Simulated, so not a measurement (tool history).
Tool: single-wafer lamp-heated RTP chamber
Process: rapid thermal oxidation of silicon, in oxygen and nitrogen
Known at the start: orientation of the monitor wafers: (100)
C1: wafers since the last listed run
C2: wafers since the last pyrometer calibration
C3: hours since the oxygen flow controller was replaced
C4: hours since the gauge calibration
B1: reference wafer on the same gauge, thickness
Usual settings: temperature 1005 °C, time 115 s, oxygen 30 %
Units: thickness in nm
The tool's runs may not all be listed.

{"run": 1, "hour": 0.0, "temperature": 1005, "time": 115, "oxygen": 30, "C1": 0, "C2": 4899, "C3": 5754.4, "C4": 1422.3, "B1": 5.591, "thickness": 5.927}
{"hour": 70.9, "done": "pyrometer window cleaned and pyrometer calibrated"}
{"run": 2, "hour": 71.4, "temperature": 1005, "time": 115, "oxygen": 30, "C1": 747, "C2": 5, "C3": 5825.8, "C4": 1493.7, "B1": 5.597, "thickness": 5.949}
{"run": 3, "hour": 121.1, "temperature": 1005, "time": 115, "oxygen": 30, "C1": 586, "C2": 591, "C3": 5875.5, "C4": 1543.4, "B1": 5.594, "thickness": 5.928}
{"run": 4, "hour": 158.3, "temperature": 1005, "time": 115, "oxygen": 30, "C1": 438, "C2": 1030, "C3": 5912.7, "C4": 1580.6, "B1": 5.588, "thickness": 5.917}
{"run": 5, "hour": 186.1, "temperature": 1005, "time": 115, "oxygen": 30, "C1": 327, "C2": 1358, "C3": 5940.5, "C4": 1608.4, "B1": 5.594, "thickness": 5.924}
{"run": 6, "hour": 254.5, "temperature": 1005, "time": 115, "oxygen": 30, "C1": 806, "C2": 2165, "C3": 6008.9, "C4": 1676.8, "B1": 5.592, "thickness": 5.912}
{"run": 7, "hour": 321.2, "temperature": 1005, "time": 115, "oxygen": 30, "C1": 786, "C2": 2952, "C3": 6075.6, "C4": 1743.5, "B1": 5.585, "thickness": 5.934}
{"run": 8, "hour": 462.1, "temperature": 986, "time": 135, "oxygen": 30, "C1": 1662, "C2": 4614, "C3": 6216.5, "C4": 1884.4, "B1": 5.588, "thickness": 5.576}
{"run": 9, "hour": 516.2, "temperature": 986, "time": 135, "oxygen": 30, "C1": 638, "C2": 5253, "C3": 6270.6, "C4": 1938.5, "B1": 5.588, "thickness": 5.557}
{"run": 10, "hour": 550.5, "temperature": 1005, "time": 115, "oxygen": 30, "C1": 404, "C2": 5657, "C3": 6304.9, "C4": 1972.8, "B1": 5.59, "thickness": 5.927}
{"hour": 605.6, "done": "pyrometer window cleaned and pyrometer calibrated"}
{"run": 11, "hour": 695.5, "temperature": 1005, "time": 115, "oxygen": 30, "C1": 1616, "C2": 1060, "C3": 6449.9, "C4": 2117.8, "B1": 5.591, "thickness": 5.927}
{"run": 12, "hour": 723.8, "temperature": 1005, "time": 115, "oxygen": 30, "C1": 333, "C2": 1393, "C3": 6478.2, "C4": 2146.1, "B1": 5.594, "thickness": 5.931}
{"run": 13, "hour": 771.1, "temperature": 1005, "time": 115, "oxygen": 30, "C1": 558, "C2": 1952, "C3": 6525.5, "C4": 2193.4, "B1": 5.586, "thickness": 5.92}
{"run": 14, "hour": 866.8, "temperature": 1005, "time": 115, "oxygen": 30, "C1": 1129, "C2": 3081, "C3": 6621.2, "C4": 2289.1, "B1": 5.592, "thickness": 5.971}
{"run": 15, "hour": 901.0, "temperature": 1005, "time": 115, "oxygen": 30, "C1": 403, "C2": 3484, "C3": 6655.4, "C4": 2323.3, "B1": 5.59, "thickness": 5.903}
{"run": 16, "hour": 947.5, "temperature": 1005, "time": 73, "oxygen": 30, "C1": 548, "C2": 4033, "C3": 6701.9, "C4": 2369.8, "B1": 5.588, "thickness": 4.883}
{"run": 17, "hour": 1005.3, "temperature": 1005, "time": 115, "oxygen": 30, "C1": 681, "C2": 4715, "C3": 6759.7, "C4": 2427.6, "B1": 5.587, "thickness": 5.971}
{"run": 18, "hour": 1065.8, "temperature": 1005, "time": 115, "oxygen": 30, "C1": 713, "C2": 5428, "C3": 6820.2, "C4": 2488.1, "B1": 5.593, "thickness": 6.008}
{"hour": 1084.2, "done": "pyrometer window cleaned and pyrometer calibrated"}
{"run": 19, "hour": 1098.2, "temperature": 1005, "time": 115, "oxygen": 20, "C1": 287, "C2": 164, "C3": 6852.6, "C4": 2520.5, "B1": 5.59, "thickness": 5.201}
{"run": 20, "hour": 1134.9, "temperature": 1019, "time": 115, "oxygen": 39, "C1": 432, "C2": 597, "C3": 6889.3, "C4": 2557.2, "B1": 5.593, "thickness": 7.194}
{"run": 21, "hour": 1177.2, "temperature": 1027, "time": 115, "oxygen": 30, "C1": 499, "C2": 1096, "C3": 6931.6, "C4": 2599.5, "B1": 5.598, "thickness": 6.953}
{"run": 22, "hour": 1218.3, "temperature": 1017, "time": 73, "oxygen": 43, "C1": 484, "C2": 1581, "C3": 6972.7, "C4": 2640.6, "B1": 5.591, "thickness": 6.007}
{"hour": 1239.3, "done": "gauge calibrated"}
{"hour": 1247.1, "done": "oxygen flow controller replaced"}
{"run": 23, "hour": 1264.1, "temperature": 1019, "time": 157, "oxygen": 17, "C1": 445, "C2": 2027, "C3": 17, "C4": 24.8, "B1": 5.594, "thickness": 6.138}
{"run": 24, "hour": 1323.9, "temperature": 1005, "time": 115, "oxygen": 60, "C1": 705, "C2": 2733, "C3": 76.8, "C4": 84.6, "B1": 5.593, "thickness": 7.562}
{"run": 25, "hour": 1383.2, "temperature": 987, "time": 83, "oxygen": 43, "C1": 699, "C2": 3432, "C3": 136.1, "C4": 143.9, "B1": 5.589, "thickness": 5.137}
{"run": 26, "hour": 1452.2, "temperature": 1028, "time": 115, "oxygen": 30, "C1": 814, "C2": 4246, "C3": 205.1, "C4": 212.9, "B1": 5.59, "thickness": 6.919}
{"run": 27, "hour": 1481.5, "temperature": 1005, "time": 94, "oxygen": 30, "C1": 345, "C2": 4592, "C3": 234.4, "C4": 242.2, "B1": 5.591, "thickness": 5.434}
{"hour": 1510.1, "done": "pyrometer window cleaned and pyrometer calibrated"}
{"run": 28, "hour": 1528.0, "temperature": 1005, "time": 72, "oxygen": 17, "C1": 454, "C2": 211, "C3": 280.9, "C4": 288.7, "B1": 5.592, "thickness": 4.114}
{"run": 29, "hour": 1572.3, "temperature": 1005, "time": 115, "oxygen": 30, "C1": 522, "C2": 733, "C3": 325.2, "C4": 333, "B1": 5.581, "thickness": 5.921}
{"run": 30, "hour": 1631.2, "temperature": 1005, "time": 115, "oxygen": 30, "C1": 694, "C2": 1428, "C3": 384.1, "C4": 391.9, "B1": 5.587, "thickness": 5.902}
{"run": 31, "hour": 1672.9, "temperature": 1005, "time": 115, "oxygen": 30, "C1": 491, "C2": 1920, "C3": 425.8, "C4": 433.6, "B1": 5.589, "thickness": 5.908}
{"run": 32, "hour": 1742.0, "temperature": 1005, "time": 98, "oxygen": 51, "C1": 815, "C2": 2735, "C3": 494.9, "C4": 502.7, "B1": 5.592, "thickness": 6.663}
{"run": 33, "hour": 1767.1, "temperature": 1005, "time": 115, "oxygen": 17, "C1": 296, "C2": 3032, "C3": 520, "C4": 527.8, "B1": 5.591, "thickness": 4.962}
{"run": 34, "hour": 1802.7, "temperature": 1017, "time": 115, "oxygen": 53, "C1": 420, "C2": 3452, "C3": 555.6, "C4": 563.4, "B1": 5.589, "thickness": 7.919}
{"run": 35, "hour": 1854.2, "temperature": 1005, "time": 115, "oxygen": 45, "C1": 607, "C2": 4059, "C3": 607.1, "C4": 614.9, "B1": 5.592, "thickness": 6.867}
{"run": 36, "hour": 1924.1, "temperature": 1005, "time": 65, "oxygen": 30, "C1": 824, "C2": 4884, "C3": 677, "C4": 684.8, "B1": 5.586, "thickness": 4.642}
{"hour": 1971.1, "done": "pyrometer window cleaned and pyrometer calibrated"}
{"run": 37, "hour": 1998.4, "temperature": 1034, "time": 163, "oxygen": 55, "C1": 782, "C2": 321, "C3": 751.3, "C4": 759.1, "B1": 5.59, "thickness": 10.608}
{"run": 38, "hour": 2027.1, "temperature": 989, "time": 79, "oxygen": 30, "C1": 338, "C2": 660, "C3": 780, "C4": 787.8, "B1": 5.593, "thickness": 4.495}

Forecast each of these 4 alternatives for the next run:
{"run": "A", "hour": 2027.5, "temperature": 1005, "time": 115, "oxygen": 30, "C1": 4, "C2": 665, "C3": 780.4, "C4": 788.2, "B1": "?", "thickness": "?"}
{"run": "B", "hour": 2027.5, "temperature": 1022, "time": 88, "oxygen": 17, "C1": 4, "C2": 665, "C3": 780.4, "C4": 788.2, "B1": "?", "thickness": "?"}
{"run": "C", "hour": 2027.5, "temperature": 1005, "time": 115, "oxygen": 46, "C1": 4, "C2": 665, "C3": 780.4, "C4": 788.2, "B1": "?", "thickness": "?"}
{"run": "D", "hour": 2027.5, "temperature": 1015, "time": 144, "oxygen": 50, "C1": 4, "C2": 665, "C3": 780.4, "C4": 788.2, "B1": "?", "thickness": "?"}

run=A B1=5.592 thickness=5.944
run=B B1=5.592 thickness=4.942
run=C B1=5.592 thickness=6.882
run=D B1=5.592 thickness=8.432
Without the tool's hidden state the same runs would have given:
run=A thickness=5.944
run=B thickness=4.942
run=C thickness=6.882
run=D thickness=8.432
